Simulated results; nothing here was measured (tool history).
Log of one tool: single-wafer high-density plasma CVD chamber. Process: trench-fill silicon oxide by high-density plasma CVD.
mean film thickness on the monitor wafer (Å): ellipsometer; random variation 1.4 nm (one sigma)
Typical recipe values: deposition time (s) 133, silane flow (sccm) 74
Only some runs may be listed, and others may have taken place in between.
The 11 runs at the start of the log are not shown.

run,hour,deposition time (s),silane flow (sccm),wafers since the last listed run,hours since the silane flow controller was replaced,hours since the gauge calibration,"read-back reference wafer on the same gauge, thickness_nm",mean film thickness on the monitor wafer (Å)
12,284.6,133,63,325,3455.1,394.0,718.127,8523.35
13,323.2,133,74,397,3493.7,432.6,717.913,9210.83
14,427.7,133,74,1075,3598.2,537.1,717.725,9199.17
15,447.3,133,74,201,3617.8,556.7,718.041,9185.95
16,476.8,142,77,303,3647.3,586.2,717.855,10039.31
17,504.3,133,74,283,3674.8,613.7,718.406,9200.68
18,522.4,110,87,186,3692.9,631.8,717.935,8299.69
19,540.0,153,74,181,3710.5,649.4,717.958,10594.53
20,556.3,144,70,167,3726.8,665.7,718.104,9702.42
21,579.2,133,74,235,3749.7,688.6,717.858,9202.46
22,601.9,144,74,233,3772.4,711.3,718.009,9986.84
# hour 619.8: silane flow controller replaced
23,682.8,133,74,750,63.0,792.2,717.733,9020.21
24,703.0,145,61,207,83.2,812.4,717.909,8935.55
# hour 713.2: gauge calibrated
25,728.5,123,68,262,108.7,15.3,717.787,7989.35
26,764.3,108,83,368,144.5,51.1,717.961,7735.92
27,782.2,151,70,184,162.4,69.0,717.963,9976.40
28,808.6,133,74,271,188.8,95.4,717.715,9005.01
29,839.6,133,82,319,219.8,126.4,718.038,9524.00
30,859.0,133,74,199,239.2,145.8,717.866,9013.83
31,873.8,140,63,152,254.0,160.6,718.427,8796.34
32,892.1,149,79,188,272.3,178.9,718.360,10401.82
33,913.1,156,60,216,293.3,199.9,718.023,9580.00
34,938.5,118,67,261,318.7,225.3,717.975,7612.04
35,971.0,118,67,334,351.2,257.8,718.000,7593.44

Below are 3 alternative next runs, each starting from the tool's condition after run 35. Predict each:
A,971.4,133,74,4,351.6,258.2,?,?
B,971.4,123,82,4,351.6,258.2,?,?
C,971.4,110,86,4,351.6,258.2,?,?

run,"read-back reference wafer on the same gauge, thickness_nm",mean film thickness on the monitor wafer (Å)
A,718.273,9023.27
B,718.273,8795.90
C,718.273,8067.95
Without the tool's hidden state the same runs would have given:
run,mean film thickness on the monitor wafer (Å)
A,8959.73
B,8733.96
C,8011.14
